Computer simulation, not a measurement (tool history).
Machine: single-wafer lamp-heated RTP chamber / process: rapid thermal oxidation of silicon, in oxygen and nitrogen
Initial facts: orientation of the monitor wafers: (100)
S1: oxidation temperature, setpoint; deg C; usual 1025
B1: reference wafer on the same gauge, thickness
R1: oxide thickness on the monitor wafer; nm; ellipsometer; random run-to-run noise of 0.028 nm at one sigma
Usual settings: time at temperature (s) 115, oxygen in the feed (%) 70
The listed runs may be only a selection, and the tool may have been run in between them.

run 1 hour=0.0 | S1=1025 time_at_temperature_(s)=115 oxygen_in_the_feed_(%)=70 | B1=10.523 | R1=8.855
run 2 hour=35.4 | S1=1025 time_at_temperature_(s)=115 oxygen_in_the_feed_(%)=70 | B1=10.524 | R1=8.922
run 3 hour=113.2 | S1=1025 time_at_temperature_(s)=99 oxygen_in_the_feed_(%)=92 | B1=10.507 | R1=9.233
run 4 hour=132.3 | S1=1025 time_at_temperature_(s)=99 oxygen_in_the_feed_(%)=92 | B1=10.510 | R1=9.231
run 5 hour=148.9 | S1=1025 time_at_temperature_(s)=115 oxygen_in_the_feed_(%)=70 | B1=10.507 | R1=8.949
run 6 hour=162.9 | S1=1025 time_at_temperature_(s)=115 oxygen_in_the_feed_(%)=70 | B1=10.511 | R1=8.923
run 7 hour=195.9 | S1=1025 time_at_temperature_(s)=115 oxygen_in_the_feed_(%)=70 | B1=10.525 | R1=9.036
-- hour=213.0 oxygen flow controller replaced
run 8 hour=213.5 | S1=1025 time_at_temperature_(s)=115 oxygen_in_the_feed_(%)=70 | B1=10.519 | R1=8.958
run 9 hour=239.9 | S1=1025 time_at_temperature_(s)=115 oxygen_in_the_feed_(%)=70 | B1=10.524 | R1=9.048
-- hour=256.5 pyrometer window cleaned and pyrometer calibrated
run 10 hour=263.4 | S1=1025 time_at_temperature_(s)=115 oxygen_in_the_feed_(%)=70 | B1=10.526 | R1=9.202
run 11 hour=277.4 | S1=1025 time_at_temperature_(s)=115 oxygen_in_the_feed_(%)=70 | B1=10.529 | R1=9.209
run 12 hour=305.9 | S1=1025 time_at_temperature_(s)=115 oxygen_in_the_feed_(%)=70 | B1=10.516 | R1=9.256
run 13 hour=335.1 | S1=1038 time_at_temperature_(s)=136 oxygen_in_the_feed_(%)=86 | B1=10.523 | R1=11.835
-- hour=345.5 gauge calibrated
run 14 hour=353.6 | S1=1000 time_at_temperature_(s)=115 oxygen_in_the_feed_(%)=44 | B1=10.525 | R1=6.533
-- hour=382.5 pyrometer window cleaned and pyrometer calibrated, repeated, since the last time left the tool worse
run 15 hour=432.4 | S1=1052 time_at_temperature_(s)=115 oxygen_in_the_feed_(%)=50 | B1=10.538 | R1=9.506
run 16 hour=466.7 | S1=1033 time_at_temperature_(s)=130 oxygen_in_the_feed_(%)=57 | B1=10.511 | R1=9.252
run 17 hour=494.0 | S1=1040 time_at_temperature_(s)=115 oxygen_in_the_feed_(%)=70 | B1=10.529 | R1=9.932
run 18 hour=522.9 | S1=1042 time_at_temperature_(s)=115 oxygen_in_the_feed_(%)=45 | B1=10.519 | R1=8.575
run 19 hour=544.5 | S1=1034 time_at_temperature_(s)=159 oxygen_in_the_feed_(%)=70 | B1=10.528 | R1=11.066
run 20 hour=562.9 | S1=1025 time_at_temperature_(s)=115 oxygen_in_the_feed_(%)=70 | B1=10.506 | R1=8.892

Run-by-run hidden state of the tool:
deviation of the oxygen flow from its setpoint, %: 0 on each run
gauge reads high (%): 0 on each run
H1: true wafer temperature minus pyrometer reading, K
run=1 H1=0.546
run=2 H1=0.725
run=3 H1=1.29
run=4 H1=1.46
run=5 H1=1.62
run=6 H1=1.77
run=7 H1=2.14
run=8 H1=2.35
run=9 H1=2.7
run=10 H1=5.5
run=11 H1=5.51
run=12 H1=5.54
run=13 H1=5.62
run=14 H1=5.68
run=15 H1=0.173
run=16 H1=0.261
run=17 H1=0.362
run=18 H1=0.501
run=19 H1=0.625
run=20 H1=0.745
